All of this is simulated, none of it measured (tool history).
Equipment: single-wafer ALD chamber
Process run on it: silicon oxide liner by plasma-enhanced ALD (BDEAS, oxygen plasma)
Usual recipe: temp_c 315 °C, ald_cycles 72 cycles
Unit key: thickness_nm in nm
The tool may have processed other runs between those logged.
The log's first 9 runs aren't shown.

run   hour  temp_c  ald_cycles  read-back reference wafer on the same gauge, thickness_nm  thickness_nm
     170.6  -- gauge calibrated
 10  181.7     325          72                                                      5.838         6.387
 11  217.1     315          72                                                      5.825         6.512
 12  240.4     315          72                                                      5.826         6.508
 13  260.3     315          72                                                      5.816         6.487
 14  287.9     315          79                                                      5.811         7.110
 15  316.5     315          79                                                      5.802         7.118
 16  332.0     315          72                                                      5.802         6.477
 17  350.1     315          72                                                      5.793         6.466
 18  372.1     320          64                                                      5.793         5.697
 19  395.4     301          60                                                      5.784         5.524
 20  421.8     327          84                                                      5.777         7.370
     436.9  -- thermocouple changed; heater temperature recalibrated
 21  439.0     328          72                                                      5.773         6.305
 22  457.4     301          60                                                      5.773         5.500
 23  476.3     308          79                                                      5.765         7.134
 24  507.8     321          59                                                      5.757         5.205
     522.2  -- gauge calibrated
 25  539.0     323          72                                                      5.827         6.398
 26  568.4     325          72                                                      5.819         6.407
 27  593.8     315          72                                                      5.811         6.493
 28  627.5     330          68                                                      5.805         5.954
 29  654.9     310          59                                                      5.802         5.344
 30  689.3     315          79                                                      5.787         7.088
 31  706.0     315          72                                                      5.785         6.435
 32  720.3     302          72                                                      5.781         6.601
 33  753.6     315          82                                                      5.774         7.363
 34  782.1     323          76                                                      5.768         6.693

4 options for the next run, each taken on its own from the tool as it stands now. Forecast them:
  A  782.6     315          64                                                          ?             ?
  B  782.6     326          60                                                          ?             ?
  C  782.6     320          85                                                          ?             ?
  D  782.6     311          61                                                          ?             ?

run  read-back reference wafer on the same gauge, thickness_nm  thickness_nm
  A                                                      5.769         5.728
  B                                                      5.769         5.274
  C                                                      5.769         7.546
  D                                                      5.769         5.495
What these runs would have given with no unlogged condition in the tool:
run  thickness_nm
  A         5.800
  B         5.340
  C         7.641
  D         5.564

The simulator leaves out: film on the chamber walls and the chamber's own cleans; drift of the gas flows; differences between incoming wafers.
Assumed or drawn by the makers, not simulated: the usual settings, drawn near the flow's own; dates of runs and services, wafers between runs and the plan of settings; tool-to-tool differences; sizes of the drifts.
